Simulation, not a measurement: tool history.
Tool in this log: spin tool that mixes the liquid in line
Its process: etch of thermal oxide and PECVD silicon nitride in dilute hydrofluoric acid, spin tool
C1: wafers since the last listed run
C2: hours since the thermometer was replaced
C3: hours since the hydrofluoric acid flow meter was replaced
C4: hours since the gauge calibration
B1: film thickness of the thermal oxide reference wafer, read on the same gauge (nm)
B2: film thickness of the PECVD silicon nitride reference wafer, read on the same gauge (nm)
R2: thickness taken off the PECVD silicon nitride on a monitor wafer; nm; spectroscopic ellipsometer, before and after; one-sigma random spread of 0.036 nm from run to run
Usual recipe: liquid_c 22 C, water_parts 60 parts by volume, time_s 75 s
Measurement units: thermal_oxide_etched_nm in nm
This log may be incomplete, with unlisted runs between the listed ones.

run 1 hour=0 | liquid_c=22 water_parts=60 time_s=75 | C1=0 C2=2347.8 C3=389.9 C4=284.4 | B1=89.97 B2=150.028 | thermal_oxide_etched_nm=6.15 R2=2.308
run 2 hour=11.4 | liquid_c=22 water_parts=60 time_s=75 | C1=82 C2=2359.2 C3=401.3 C4=295.8 | B1=89.97 B2=149.992 | thermal_oxide_etched_nm=6.14 R2=2.278
run 3 hour=50.6 | liquid_c=22 water_parts=60 time_s=75 | C1=284 C2=2398.4 C3=440.5 C4=335 | B1=90.02 B2=149.992 | thermal_oxide_etched_nm=6.15 R2=2.303
-- hour=57.1 thermometer replaced
run 4 hour=66.7 | liquid_c=25.5 water_parts=60 time_s=75 | C1=109 C2=9.6 C3=456.6 C4=351.1 | B1=89.99 B2=149.99 | thermal_oxide_etched_nm=7.04 R2=2.886
run 5 hour=74.2 | liquid_c=25.5 water_parts=60 time_s=75 | C1=54 C2=17.1 C3=464.1 C4=358.6 | B1=90 B2=149.992 | thermal_oxide_etched_nm=7.1 R2=2.849
run 6 hour=85.4 | liquid_c=25.5 water_parts=60 time_s=75 | C1=81 C2=28.3 C3=475.3 C4=369.8 | B1=90.02 B2=150.006 | thermal_oxide_etched_nm=7.13 R2=2.841
run 7 hour=103.2 | liquid_c=22 water_parts=60 time_s=75 | C1=129 C2=46.1 C3=493.1 C4=387.6 | B1=89.99 B2=150.008 | thermal_oxide_etched_nm=6.11 R2=2.256
run 8 hour=116.7 | liquid_c=22 water_parts=60 time_s=75 | C1=98 C2=59.6 C3=506.6 C4=401.1 | B1=89.99 B2=149.986 | thermal_oxide_etched_nm=6.26 R2=2.359
run 9 hour=134.1 | liquid_c=22 water_parts=50 time_s=75 | C1=126 C2=77 C3=524 C4=418.5 | B1=90.01 B2=149.993 | thermal_oxide_etched_nm=7.49 R2=2.69
run 10 hour=148.3 | liquid_c=23.5 water_parts=60 time_s=85 | C1=103 C2=91.2 C3=538.2 C4=432.7 | B1=89.99 B2=149.999 | thermal_oxide_etched_nm=7.43 R2=2.858
-- hour=162.4 gauge calibrated
run 11 hour=165 | liquid_c=18.5 water_parts=40 time_s=90 | C1=121 C2=107.9 C3=554.9 C4=2.6 | B1=89.97 B2=150.009 | thermal_oxide_etched_nm=9.85 R2=3.208
run 12 hour=180.3 | liquid_c=22 water_parts=60 time_s=40 | C1=111 C2=123.2 C3=570.2 C4=17.9 | B1=89.98 B2=149.998 | thermal_oxide_etched_nm=3.29 R2=1.206
run 13 hour=187.6 | liquid_c=22 water_parts=60 time_s=60 | C1=52 C2=130.5 C3=577.5 C4=25.2 | B1=90.01 B2=150.01 | thermal_oxide_etched_nm=4.96 R2=1.887
-- hour=189 hydrofluoric acid flow meter replaced
run 14 hour=203.7 | liquid_c=17 water_parts=40 time_s=90 | C1=109 C2=146.6 C3=14.7 C4=41.3 | B1=90.01 B2=150.002 | thermal_oxide_etched_nm=9.8 R2=3.003
run 15 hour=218.8 | liquid_c=23.5 water_parts=50 time_s=110 | C1=109 C2=161.7 C3=29.8 C4=56.4 | B1=90.02 B2=149.999 | thermal_oxide_etched_nm=12.52 R2=4.69
run 16 hour=254.9 | liquid_c=24.5 water_parts=60 time_s=90 | C1=262 C2=197.8 C3=65.9 C4=92.5 | B1=90.02 B2=150.01 | thermal_oxide_etched_nm=8.7 R2=3.495
run 17 hour=265.9 | liquid_c=22 water_parts=60 time_s=75 | C1=79 C2=208.8 C3=76.9 C4=103.5 | B1=89.98 B2=150.028 | thermal_oxide_etched_nm=6.66 R2=2.44
run 18 hour=275.4 | liquid_c=22 water_parts=60 time_s=75 | C1=68 C2=218.3 C3=86.4 C4=113 | B1=90.03 B2=150.004 | thermal_oxide_etched_nm=6.68 R2=2.497
-- hour=289 hydrofluoric acid flow meter replaced, repeated, since the last time left the tool worse
run 19 hour=290.1 | liquid_c=22 water_parts=60 time_s=75 | C1=99 C2=233 C3=1.1 C4=127.7 | B1=90.04 B2=149.972 | thermal_oxide_etched_nm=5.85 R2=2.209
run 20 hour=301.1 | liquid_c=17 water_parts=75 time_s=75 | C1=79 C2=244 C3=12.1 C4=138.7 | B1=90.02 B2=150.003 | thermal_oxide_etched_nm=3.7 R2=1.213
run 21 hour=310 | liquid_c=22 water_parts=60 time_s=35 | C1=64 C2=252.9 C3=21 C4=147.6 | B1=90.01 B2=150.01 | thermal_oxide_etched_nm=2.75 R2=1.015
run 22 hour=326.1 | liquid_c=19 water_parts=35 time_s=75 | C1=116 C2=269 C3=37.1 C4=163.7 | B1=90 B2=150.031 | thermal_oxide_etched_nm=9.18 R2=2.979
run 23 hour=337.9 | liquid_c=26.5 water_parts=60 time_s=115 | C1=85 C2=280.8 C3=48.9 C4=175.5 | B1=89.98 B2=149.982 | thermal_oxide_etched_nm=10.99 R2=4.472
run 24 hour=344.2 | liquid_c=18.5 water_parts=60 time_s=75 | C1=45 C2=287.1 C3=55.2 C4=181.8 | B1=90.01 B2=149.992 | thermal_oxide_etched_nm=5.1 R2=1.763
run 25 hour=355.7 | liquid_c=18.5 water_parts=60 time_s=75 | C1=83 C2=298.6 C3=66.7 C4=193.3 | B1=90.03 B2=150.012 | thermal_oxide_etched_nm=5.12 R2=1.772
run 26 hour=369.4 | liquid_c=17.5 water_parts=35 time_s=90 | C1=99 C2=312.3 C3=80.4 C4=207 | B1=89.98 B2=150.023 | thermal_oxide_etched_nm=10.49 R2=3.297

Alternative continuations, all from the tool just after run 26; predict every row:
run A hour=369.8 | liquid_c=22 water_parts=60 time_s=75 | C1=2 C2=312.7 C3=80.8 C4=207.4 | B1=? B2=? | thermal_oxide_etched_nm=? R2=?
run B hour=369.8 | liquid_c=18.5 water_parts=60 time_s=50 | C1=2 C2=312.7 C3=80.8 C4=207.4 | B1=? B2=? | thermal_oxide_etched_nm=? R2=?
run C hour=369.8 | liquid_c=26 water_parts=70 time_s=50 | C1=2 C2=312.7 C3=80.8 C4=207.4 | B1=? B2=? | thermal_oxide_etched_nm=? R2=?
run D hour=369.8 | liquid_c=22 water_parts=60 time_s=105 | C1=2 C2=312.7 C3=80.8 C4=207.4 | B1=? B2=? | thermal_oxide_etched_nm=? R2=?

run=A B1=90.01 B2=149.967 thermal_oxide_etched_nm=5.92 R2=2.203
run=B B1=90.01 B2=149.967 thermal_oxide_etched_nm=3.41 R2=1.153
run=C B1=90.01 B2=149.967 thermal_oxide_etched_nm=3.93 R2=1.65
run=D B1=90.01 B2=149.967 thermal_oxide_etched_nm=8.29 R2=3.085
Without the tool's hidden state the same runs would have given:
run=A thermal_oxide_etched_nm=5.86 R2=2.184
run=B thermal_oxide_etched_nm=3.37 R2=1.144
run=C thermal_oxide_etched_nm=3.89 R2=1.636
run=D thermal_oxide_etched_nm=8.21 R2=3.058
